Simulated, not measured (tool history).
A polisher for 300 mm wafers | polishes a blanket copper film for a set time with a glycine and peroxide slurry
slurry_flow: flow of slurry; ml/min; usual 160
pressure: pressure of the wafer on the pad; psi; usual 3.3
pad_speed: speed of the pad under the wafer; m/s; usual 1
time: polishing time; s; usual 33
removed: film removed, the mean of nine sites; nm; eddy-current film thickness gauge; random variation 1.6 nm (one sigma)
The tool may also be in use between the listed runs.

run,hour,slurry_flow,pressure,pad_speed,time,wafers since the last listed run,wafers polished on this pad,hours since the slurry nozzle was cleaned,hours since the head pressure was calibrated,"incoming thickness of the incoming film, nm",removed
1,0,160,3.3,1,33,0,1039,138.3,101.3,1729.5,224.5
2,9.7,160,3.3,1,33,125,1164,148,111,1714.8,222.1
3,22.5,160,3.3,1,33,165,1329,160.8,123.8,1727.6,223.4
# hour 41.1: worn pad replaced by a new one
4,41.6,160,3.3,1,33,194,6,179.9,142.9,1699,221.5
5,48.6,160,3.3,1,33,90,96,186.9,149.9,1717.2,223.1
6,65.1,160,3.3,1,33,212,309,203.4,166.4,1701.8,221.4
7,72,160,3.3,1,33,89,398,210.3,173.3,1744,219.7
8,86.4,160,3.3,1,33,185,584,224.7,187.7,1696.8,220.4
# hour 90.9: slurry nozzle cleaned
9,101.1,160,3.8,1,33,176,761,10.2,202.4,1713.2,247.6
10,110.9,160,3.8,1,33,126,887,20,212.2,1703.5,247.8
11,123,160,3.3,1,33,156,1043,32.1,224.3,1718.1,218.9
12,136.2,160,3.3,1.28,33,170,1214,45.3,237.5,1705.7,262.2
13,148.1,160,3.3,1.28,33,153,1367,57.2,249.4,1718,263.5
# hour 163.5: worn pad replaced by a new one, of another model than before
14,164,160,3.3,1,33,153,6,73.1,265.3,1730.3,228.6
15,176.6,160,3.3,1,33,162,169,85.7,277.9,1700.1,226.8
16,190.1,175,4.2,0.82,38,174,343,99.2,291.4,1713.9,247.3
17,196.4,160,3.3,1,33,81,425,105.5,297.7,1718.2,227.6
18,203.7,115,3.3,1,38,94,519,112.8,305,1721,252.8
19,212.2,160,3.3,1,33,109,629,121.3,313.5,1719.7,221.6
20,228.9,160,3.3,0.8,33,215,844,138,330.2,1723.3,185.3
21,244.3,185,2.3,1,33,198,1043,153.4,345.6,1748,193.9
22,251.4,160,3.3,1.18,33,91,1134,160.5,352.7,1731.5,264.2
23,257.5,160,3.3,1,33,78,1213,166.6,358.8,1682,226.3
# hour 268.9: worn pad replaced by a new one
24,274,160,3.3,1,33,161,65,183.1,375.3,1717.5,227.7
25,284.7,190,4.1,1,22,138,203,193.8,386,1704.4,171.9
26,300.8,160,3.3,0.8,33,207,411,209.9,402.1,1740.9,183.5
# hour 303.6: head pressure recalibrated
27,311.8,160,3.3,1.22,39,116,527,220.9,8.2,1719,338.5
28,323.2,160,3.3,1.24,33,147,674,232.3,19.6,1712.1,287.8
29,338.4,160,3.3,1,33,196,870,247.5,34.8,1711.6,234.4
30,348.6,160,2.9,0.9,33,131,1002,257.7,45,1715.9,198.8
# hour 351.7: slurry nozzle cleaned
31,362.4,185,2.2,1.14,24,165,1167,10.7,58.8,1740,160.7
# hour 369.1: worn pad replaced by a new one
32,373.5,135,2.5,1,33,91,56,21.8,69.9,1732.7,200.6
33,380,115,3.3,1.16,33,83,140,28.3,76.4,1731.7,259.5
34,395.4,160,3.9,1,41,198,338,43.7,91.8,1699.9,317.4
35,406.8,160,3.3,1,33,147,486,55.1,103.2,1722,231.3
36,434.2,190,3.3,1,42,353,839,82.5,130.6,1740.6,297.4
37,448.4,160,2.6,0.88,33,183,1022,96.7,144.8,1744,182.6
38,473.7,195,3.3,1,33,326,1349,122,170.1,1712.3,236.5

3 ways to go on from here, each from the tool as it stands after run 38. What would each give?
A,474.1,160,2.2,1,33,5,1354,122.4,170.5,1695.2,?
B,474.1,160,2.3,1,42,5,1354,122.4,170.5,1695.2,?
C,474.1,160,4.2,1,29,5,1354,122.4,170.5,1695.2,?

run,removed
A,191.7
B,248.7
C,234.1
Without the tool's hidden state the same runs would have given:
run,removed
A,196.8
B,255.4
C,240.8

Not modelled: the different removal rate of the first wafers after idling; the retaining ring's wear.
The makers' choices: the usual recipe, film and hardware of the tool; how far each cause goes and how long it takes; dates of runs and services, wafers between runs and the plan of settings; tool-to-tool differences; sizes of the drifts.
